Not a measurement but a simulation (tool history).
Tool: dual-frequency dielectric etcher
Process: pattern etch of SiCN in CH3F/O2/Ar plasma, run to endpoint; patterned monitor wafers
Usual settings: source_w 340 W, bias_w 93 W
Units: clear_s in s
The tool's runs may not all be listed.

| run | hour | source_w | bias_w | wafers since the last listed run | hours since the last wet clean | hours since the last source power generator calibration | hours since the last bias power generator calibration | hours since the last upper electrode change | incoming incoming film thickness, nm | clear_s |
|---|---|---|---|---|---|---|---|---|---|---|
| 1 | 0.0 | 340 | 93 | 0 | 389.2 | 4754.5 | 2103.1 | 2811.9 | 8.68 | 25.8 |
| 2 | 11.1 | 340 | 93 | 216 | 400.3 | 4765.6 | 2114.2 | 2823.0 | 8.71 | 26.1 |
| 3 | 28.8 | 340 | 93 | 346 | 418.0 | 4783.3 | 2131.9 | 2840.7 | 8.62 | 26.0 |
| 4 | 44.6 | 300 | 93 | 308 | 433.8 | 4799.1 | 2147.7 | 2856.5 | 8.66 | 27.3 |
| 5 | 56.9 | 300 | 93 | 240 | 446.1 | 4811.4 | 2160.0 | 2868.8 | 8.71 | 27.8 |
| 6 | 63.7 | 300 | 93 | 132 | 452.9 | 4818.2 | 2166.8 | 2875.6 | 8.74 | 27.6 |
| 7 | 79.1 | 290 | 93 | 301 | 468.3 | 4833.6 | 2182.2 | 2891.0 | 8.73 | 28.2 |
| 8 | 86.6 | 290 | 93 | 146 | 475.8 | 4841.1 | 2189.7 | 2898.5 | 8.62 | 28.1 |
| 9 | 98.5 | 340 | 93 | 232 | 487.7 | 4853.0 | 2201.6 | 2910.4 | 8.69 | 26.1 |
| 10 | 105.6 | 340 | 93 | 138 | 494.8 | 4860.1 | 2208.7 | 2917.5 | 8.76 | 26.4 |
| 11 | 112.9 | 340 | 93 | 142 | 502.1 | 4867.4 | 2216.0 | 2924.8 | 8.58 | 25.9 |
| 12 | 126.8 | 340 | 104 | 271 | 516.0 | 4881.3 | 2229.9 | 2938.7 | 8.84 | 25.7 |
| 13 | 144.3 | 340 | 104 | 342 | 533.5 | 4898.8 | 2247.4 | 2956.2 | 8.69 | 25.6 |
| 14 | 157.1 | 340 | 104 | 250 | 546.3 | 4911.6 | 2260.2 | 2969.0 | 8.80 | 25.8 |
| 15 | 164.6 | 340 | 93 | 146 | 553.8 | 4919.1 | 2267.7 | 2976.5 | 8.78 | 26.7 |
| 16 | 171.0 | 340 | 93 | 125 | 560.2 | 4925.5 | 2274.1 | 2982.9 | 8.70 | 26.3 |
| 17 | 186.9 | 300 | 100 | 310 | 576.1 | 4941.4 | 2290.0 | 2998.8 | 8.72 | 27.4 |
|  | 213.7 | bias power generator calibrated |
|  | 217.1 | upper electrode replaced |
|  | 223.7 | wet clean of the chamber |
| 18 | 224.2 | 290 | 93 | 456 | 0.5 | 4978.7 | 10.5 | 7.1 | 8.77 | 27.5 |
| 19 | 224.5 | 340 | 93 | 5 | 0.8 | 4979.0 | 10.8 | 7.4 | 8.76 | 25.2 |
| 20 | 224.9 | 340 | 86 | 7 | 1.2 | 4979.4 | 11.2 | 7.8 | 8.67 | 25.4 |
| 21 | 230.5 | 300 | 81 | 109 | 6.8 | 4985.0 | 16.8 | 13.4 | 8.78 | 27.7 |
| 22 | 236.7 | 260 | 103 | 121 | 13.0 | 4991.2 | 23.0 | 19.6 | 8.70 | 27.7 |
| 23 | 245.3 | 290 | 99 | 168 | 21.6 | 4999.8 | 31.6 | 28.2 | 8.63 | 26.5 |
| 24 | 252.0 | 380 | 104 | 130 | 28.3 | 5006.5 | 38.3 | 34.9 | 8.70 | 23.5 |
| 25 | 259.9 | 360 | 93 | 154 | 36.2 | 5014.4 | 46.2 | 42.8 | 8.75 | 24.6 |
|  | 269.4 | source power generator calibrated |
| 26 | 310.5 | 340 | 93 | 910 | 86.8 | 41.1 | 96.8 | 93.4 | 8.66 | 25.1 |
| 27 | 321.3 | 320 | 80 | 211 | 97.6 | 51.9 | 107.6 | 104.2 | 8.67 | 26.8 |
| 28 | 335.6 | 340 | 93 | 279 | 111.9 | 66.2 | 121.9 | 118.5 | 8.68 | 25.2 |
| 29 | 356.8 | 320 | 111 | 414 | 133.1 | 87.4 | 143.1 | 139.7 | 8.72 | 25.2 |
| 30 | 366.0 | 340 | 93 | 179 | 142.3 | 96.6 | 152.3 | 148.9 | 8.70 | 25.5 |
| 31 | 382.3 | 410 | 80 | 318 | 158.6 | 112.9 | 168.6 | 165.2 | 8.68 | 24.3 |
| 32 | 398.0 | 340 | 93 | 306 | 174.3 | 128.6 | 184.3 | 180.9 | 8.67 | 25.5 |
| 33 | 442.9 | 260 | 93 | 877 | 219.2 | 173.5 | 229.2 | 225.8 | 8.68 | 28.9 |
| 34 | 454.7 | 340 | 93 | 230 | 231.0 | 185.3 | 241.0 | 237.6 | 8.81 | 26.0 |

What the log doesn't show, run by run:
source power that arrives over what is set, %: 0 in every run
bias power that arrives over what is set, %: 0 in every run
H1: etch rate over this chamber's usual, %
| run | H1 |
|---|---|
| 1 | -3.61 |
| 2 | -3.7 |
| 3 | -3.86 |
| 4 | -3.99 |
| 5 | -4.1 |
| 6 | -4.16 |
| 7 | -4.29 |
| 8 | -4.36 |
| 9 | -4.46 |
| 10 | -4.52 |
| 11 | -4.59 |
| 12 | -4.71 |
| 13 | -4.86 |
| 14 | -4.97 |
| 15 | -5.03 |
| 16 | -5.09 |
| 17 | -5.23 |
| 18 | -0.149 |
| 19 | -0.151 |
| 20 | -0.155 |
| 21 | -0.203 |
| 22 | -0.257 |
| 23 | -0.332 |
| 24 | -0.39 |
| 25 | -0.458 |
| 26 | -0.897 |
| 27 | -0.991 |
| 28 | -1.11 |
| 29 | -1.3 |
| 30 | -1.38 |
| 31 | -1.52 |
| 32 | -1.66 |
| 33 | -2.04 |
| 34 | -2.15 |

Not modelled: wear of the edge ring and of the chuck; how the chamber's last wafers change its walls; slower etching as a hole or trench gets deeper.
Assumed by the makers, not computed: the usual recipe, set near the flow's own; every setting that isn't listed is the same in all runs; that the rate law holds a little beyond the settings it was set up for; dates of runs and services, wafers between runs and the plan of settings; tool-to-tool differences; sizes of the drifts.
